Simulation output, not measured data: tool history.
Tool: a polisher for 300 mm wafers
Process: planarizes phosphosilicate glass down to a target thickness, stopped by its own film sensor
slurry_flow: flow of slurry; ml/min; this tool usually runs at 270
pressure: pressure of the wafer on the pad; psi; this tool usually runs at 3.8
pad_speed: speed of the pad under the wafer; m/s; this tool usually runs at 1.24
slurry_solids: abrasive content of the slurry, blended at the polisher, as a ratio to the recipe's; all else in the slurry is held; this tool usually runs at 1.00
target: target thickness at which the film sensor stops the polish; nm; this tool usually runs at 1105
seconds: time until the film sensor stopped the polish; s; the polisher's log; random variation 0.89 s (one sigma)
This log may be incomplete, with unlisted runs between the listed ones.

run   hour  slurry_flow  pressure  pad_speed  slurry_solids  target  incoming thickness of the incoming film, nm  seconds
  1    0.0          270       3.8       1.24           1.00    1105                                       1743.2     51.5
  2   25.3          270       3.8       1.24           1.00    1105                                       1718.8     50.4
  3   41.7          270       3.8       1.24           1.00    1105                                       1746.4     54.8
  4   64.5          270       3.8       1.24           1.00    1105                                       1703.5     49.1
      83.0  -- worn pad replaced by a new one
  5   86.4          305       3.8       1.24           1.00    1105                                       1730.2     50.9
  6  121.3          305       3.8       1.24           1.00    1105                                       1741.8     54.9
  7  155.4          305       3.8       1.24           1.00    1105                                       1748.6     56.4
     171.0  -- worn pad replaced by a new one
     174.8  -- conditioning disc replaced and pad reconditioned
     193.6  -- slurry nozzle cleaned
  8  225.8          270       4.7       1.24           0.85    1105                                       1704.3     42.7
  9  245.7          270       4.7       1.24           0.85    1105                                       1707.9     44.1
     254.3  -- head pressure recalibrated
     269.3  -- worn pad replaced by a new one
 10  269.8          200       4.8       1.36           1.20    1105                                       1744.9     35.4
 11  300.1          270       2.9       1.24           1.20    1105                                       1695.6     57.0
 12  325.9          205       3.8       1.24           1.00    1105                                       1737.3     50.5
 13  356.6          200       3.8       1.50           1.00    1105                                       1752.2     45.6
     365.6  -- worn pad replaced by a new one
     368.0  -- conditioning disc replaced and pad reconditioned
 14  379.6          270       3.8       1.24           1.00    1105                                       1704.0     46.5
     407.7  -- slurry blender recalibrated
 15  414.2          270       3.8       1.24           1.00    1105                                       1689.8     45.0
 16  444.1          270       3.8       0.94           0.85    1105                                       1713.8     61.4
 17  473.7          305       3.8       1.24           1.00    1105                                       1709.6     47.2
     480.7  -- worn pad replaced by a new one
 18  487.7          240       2.8       1.24           1.00    1105                                       1744.5     68.8
 19  517.6          270       3.8       0.94           0.85    1105                                       1718.3     60.6

Each row is a separate what-if for the run after 19, all from the same tool condition, not one after another. Results?
  A  518.0          270       3.8       1.24           1.00    1105                                       1686.3        ?
  B  518.0          210       4.3       1.24           1.30    1030                                       1686.3        ?
  C  518.0          270       2.6       1.24           1.15    1105                                       1686.3        ?
  D  518.0          270       3.8       1.24           0.90    1105                                       1686.3        ?

run  seconds
  A     45.5
  B     43.4
  C     63.8
  D     46.9
Without the tool's unlogged condition, the same runs would have read:
run  seconds
  A     43.8
  B     41.6
  C     61.4
  D     45.2
